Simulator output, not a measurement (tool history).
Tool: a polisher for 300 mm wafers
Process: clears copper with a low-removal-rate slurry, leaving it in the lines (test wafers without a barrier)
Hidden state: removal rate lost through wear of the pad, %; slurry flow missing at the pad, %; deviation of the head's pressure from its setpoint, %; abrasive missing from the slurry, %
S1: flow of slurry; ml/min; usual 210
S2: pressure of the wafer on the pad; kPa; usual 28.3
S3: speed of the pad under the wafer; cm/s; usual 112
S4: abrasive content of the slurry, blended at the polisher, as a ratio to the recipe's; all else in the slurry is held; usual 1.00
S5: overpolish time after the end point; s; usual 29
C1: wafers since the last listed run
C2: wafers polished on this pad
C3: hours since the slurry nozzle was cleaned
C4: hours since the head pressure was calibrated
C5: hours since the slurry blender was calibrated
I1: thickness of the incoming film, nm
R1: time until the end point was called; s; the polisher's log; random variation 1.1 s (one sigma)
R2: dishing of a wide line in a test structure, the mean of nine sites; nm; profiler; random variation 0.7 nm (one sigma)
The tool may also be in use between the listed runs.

run,hour,S1,S2,S3,S4,S5,C1,C2,C3,C4,C5,I1,R1,R2
1,0.0,210,28.3,112,1.00,29,0,836,6.2,1336.8,374.2,617.5,121.5,63.4
# hour 5.7: worn pad replaced by a new one
2,14.3,210,28.3,112,1.00,29,82,68,20.5,1351.1,388.5,611.4,117.9,64.5
3,24.4,210,28.3,112,1.00,29,80,149,30.6,1361.2,398.6,621.9,119.2,66.0
4,34.9,210,28.3,112,1.00,29,83,233,41.1,1371.7,409.1,625.0,122.5,66.0
5,42.9,210,28.3,112,1.00,29,63,297,49.1,1379.7,417.1,616.9,121.3,63.9
6,55.4,210,28.3,112,1.00,29,99,397,61.6,1392.2,429.6,623.4,121.2,63.5
# hour 64.3: slurry blender recalibrated
7,66.7,210,28.3,112,1.00,29,74,471,72.9,1403.5,2.4,620.6,119.6,64.5
8,81.2,170,28.3,112,1.00,24,115,587,87.4,1418.0,16.9,611.7,122.4,58.6
# hour 101.3: worn pad replaced by a new one
9,101.8,210,28.3,112,1.00,20,132,3,108.0,1438.6,37.5,618.0,119.5,52.8
10,107.2,210,28.3,112,1.00,29,43,46,113.4,1444.0,42.9,611.2,120.6,65.2
11,115.9,210,23.4,112,1.00,13,69,116,122.1,1452.7,51.6,622.2,141.3,34.2
12,122.7,210,28.3,112,0.85,29,54,170,128.9,1459.5,58.4,628.6,129.5,64.0
13,129.8,210,28.3,112,1.00,29,56,227,136.0,1466.6,65.5,619.1,120.1,64.0
14,144.1,180,28.3,150,1.00,38,114,341,150.3,1480.9,79.8,626.8,96.0,78.9
15,151.2,250,33.8,136,1.00,41,56,398,157.4,1488.0,86.9,614.1,83.1,83.5
16,158.2,210,28.3,112,1.00,29,55,454,164.4,1495.0,93.9,620.4,120.7,64.4
17,171.4,235,28.3,124,1.00,23,105,560,177.6,1508.2,107.1,625.0,110.8,61.8
18,187.4,250,33.8,136,1.00,41,127,688,193.6,1524.2,123.1,610.2,84.0,83.7
# hour 197.5: head pressure recalibrated
# hour 200.6: worn pad replaced by a new one
19,201.1,255,35.2,112,0.70,29,68,4,207.3,3.6,136.8,609.3,106.8,69.1
20,209.9,145,28.3,84,1.00,29,70,74,216.1,12.4,145.6,611.2,165.7,53.7
21,223.7,260,28.3,112,1.00,20,110,184,229.9,26.2,159.4,616.1,116.4,53.9
22,275.5,210,28.3,112,1.00,29,414,598,281.7,78.0,211.2,621.1,122.0,64.2
23,281.9,155,28.3,112,1.00,29,51,650,288.1,84.4,217.6,615.3,126.8,62.9
24,289.0,210,22.8,112,1.00,29,56,706,295.2,91.5,224.7,626.4,149.6,58.1
25,303.7,210,36.5,112,1.00,42,117,824,309.9,106.2,239.4,611.1,94.8,82.8
# hour 316.6: worn pad replaced by a new one
26,320.0,210,36.5,112,1.00,29,98,27,326.2,122.5,255.7,615.2,95.5,73.3
27,326.4,210,20.7,112,1.00,18,51,78,332.6,128.9,262.1,619.1,158.5,40.0
28,339.1,210,28.3,112,1.15,29,101,180,345.3,141.6,274.8,613.0,115.9,66.3
29,350.2,185,28.3,112,1.00,29,88,268,356.4,152.7,285.9,621.6,124.2,63.6

Hidden state at the last listed run before each entry between runs and at the first one after, where it differs:
Between runs 1 and 2: worn pad replaced by a new one (hour 5.7)
  no hidden state differs between the two runs
Between runs 6 and 7: slurry blender recalibrated (hour 64.3)
  no hidden state differs between the two runs
Between runs 8 and 9: worn pad replaced by a new one (hour 101.3)
  no hidden state differs between the two runs
Between runs 18 and 19: head pressure recalibrated (hour 197.5); worn pad replaced by a new one (hour 200.6)
  no hidden state differs between the two runs
Between runs 25 and 26: worn pad replaced by a new one (hour 316.6)
  no hidden state differs between the two runs
